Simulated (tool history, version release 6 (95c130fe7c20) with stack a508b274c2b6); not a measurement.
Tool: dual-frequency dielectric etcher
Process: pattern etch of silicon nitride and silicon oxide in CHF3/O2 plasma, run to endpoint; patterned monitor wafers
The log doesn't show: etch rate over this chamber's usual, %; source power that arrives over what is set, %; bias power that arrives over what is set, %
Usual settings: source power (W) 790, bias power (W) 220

run,hour,source power (W),bias power (W),wafers since the last listed run,hours since the last wet clean,hours since the last source power generator calibration,hours since the last bias power generator calibration,hours since the last upper electrode change,"incoming incoming film thickness, nm",endpoint time (s)
1,0,790,220,0,0.5,1585.1,582.5,2765.9,170.8,83.2
2,75.7,790,220,434,76.2,1660.8,658.2,2841.6,168.2,82.5
3,162.1,790,248,496,162.6,1747.2,744.6,2928,168.7,81.1
4,206.6,790,248,255,207.1,1791.7,789.1,2972.5,169.1,81.4
5,274.9,790,248,392,275.4,1860,857.4,3040.8,168.9,81.9
6,340.5,790,220,376,341,1925.6,923,3106.4,168.6,83.7
7,377.5,790,220,212,378,1962.6,960,3143.4,169.7,84
8,430.8,710,220,306,431.3,2015.9,1013.3,3196.7,168.8,85.9
9,512.7,790,220,470,513.2,2097.8,1095.2,3278.6,168.9,83.5
# hour 616.3: wet clean of the chamber
10,619.4,790,220,475,3.1,2204.5,1201.9,3385.3,167.6,82.1
11,659.7,790,220,231,43.4,2244.8,1242.2,3425.6,170.2,83.2
12,745.6,790,220,493,129.3,2330.7,1328.1,3511.5,170.8,83.8
13,794.4,790,220,280,178.1,2379.5,1376.9,3560.3,168.2,82.6
# hour 843.6: source power generator calibrated
14,844.1,790,220,262,227.8,0.5,1426.6,3610,168.5,83.6
15,883.9,640,220,228,267.6,40.3,1466.4,3649.8,168,87.7
16,939.1,850,220,317,322.8,95.5,1521.6,3705,169.6,82.6
# hour 992.2: bias power generator calibrated
17,1041.5,850,220,565,425.2,197.9,49.3,3807.4,169.6,82.9
18,1114.5,950,193,419,498.2,270.9,122.3,3880.4,170.7,83.5
# hour 1153.8: wet clean of the chamber
# hour 1187: upper electrode replaced
19,1219.4,980,243,326,65.6,375.8,227.2,32.4,167.8,77.1
20,1293.5,640,182,425,139.7,449.9,301.3,106.5,168.5,89.5
21,1396.5,690,272,591,242.7,552.9,404.3,209.5,170,83.5
22,1445.5,940,220,281,291.7,601.9,453.3,258.5,170.1,80.4
23,1530.2,790,220,486,376.4,686.6,538,343.2,169.9,84.4
24,1600.5,790,271,403,446.7,756.9,608.3,413.5,169.2,81.3
25,1690.7,620,248,518,536.9,847.1,698.5,503.7,169.7,87.4
# hour 1744.7: wet clean of the chamber
26,1794.8,860,240,460,50.1,951.2,802.6,607.8,168.8,80.2
27,1877.4,940,220,474,132.7,1033.8,885.2,690.4,167.9,78.6
28,1945.4,710,246,390,200.7,1101.8,953.2,758.4,168.8,83.1
29,2014,620,220,394,269.3,1170.4,1021.8,827,167,86.6
30,2106.4,790,220,530,361.7,1262.8,1114.2,919.4,168.3,83
31,2213,700,191,612,468.3,1369.4,1220.8,1026,167.4,86.7
# hour 2295.1: wet clean of the chamber
32,2318.1,990,220,465,23,1474.5,1325.9,1131.1,170.5,78.4
33,2411.9,980,220,538,116.8,1568.3,1419.7,1224.9,169.8,78.6
34,2501.1,790,220,512,206,1657.5,1508.9,1314.1,169,83.3
35,2574.6,790,236,422,279.5,1731,1582.4,1387.6,169.7,82.6

How the hidden state differs across the entries between the runs, from the last listed run before each to the first after it:
Between runs 9 and 10: wet clean of the chamber (hour 616.3)
  etch rate over this chamber's usual, %: -2.08 -> -0.0447; source power that arrives over what is set, %: 5.34 -> 5.39
  measured less the result without the state, endpoint time (s): +0.7 -> -1
Between runs 13 and 14: source power generator calibrated (hour 843.6)
  etch rate over this chamber's usual, %: -0.665 -> -0.841; source power that arrives over what is set, %: 5.47 -> 0.647
  measured less the result without the state, endpoint time (s): -0.5 -> +0.6
Between runs 16 and 17: bias power generator calibrated (hour 992.2)
  etch rate over this chamber's usual, %: -1.18 -> -1.54; source power that arrives over what is set, %: 1.18 -> 1.69
  measured less the result without the state, endpoint time (s): +0.7 -> +0.9
Between runs 18 and 19: wet clean of the chamber (hour 1153.8); upper electrode replaced (hour 1187)
  etch rate over this chamber's usual, %: -1.8 -> -0.21; source power that arrives over what is set, %: 2.02 -> 2.46
  measured less the result without the state, endpoint time (s): +1.1 -> -0.2
Between runs 25 and 26: wet clean of the chamber (hour 1744.7)
  etch rate over this chamber's usual, %: -1.88 -> -0.0233; source power that arrives over what is set, %: 3.87 -> 4.1
  measured less the result without the state, endpoint time (s): +0.8 -> -0.8
Between runs 31 and 32: wet clean of the chamber (hour 2295.1)
  etch rate over this chamber's usual, %: -1.5 -> 0.0272; source power that arrives over what is set, %: 4.78 -> 4.9
  measured less the result without the state, endpoint time (s): +0.3 -> -1
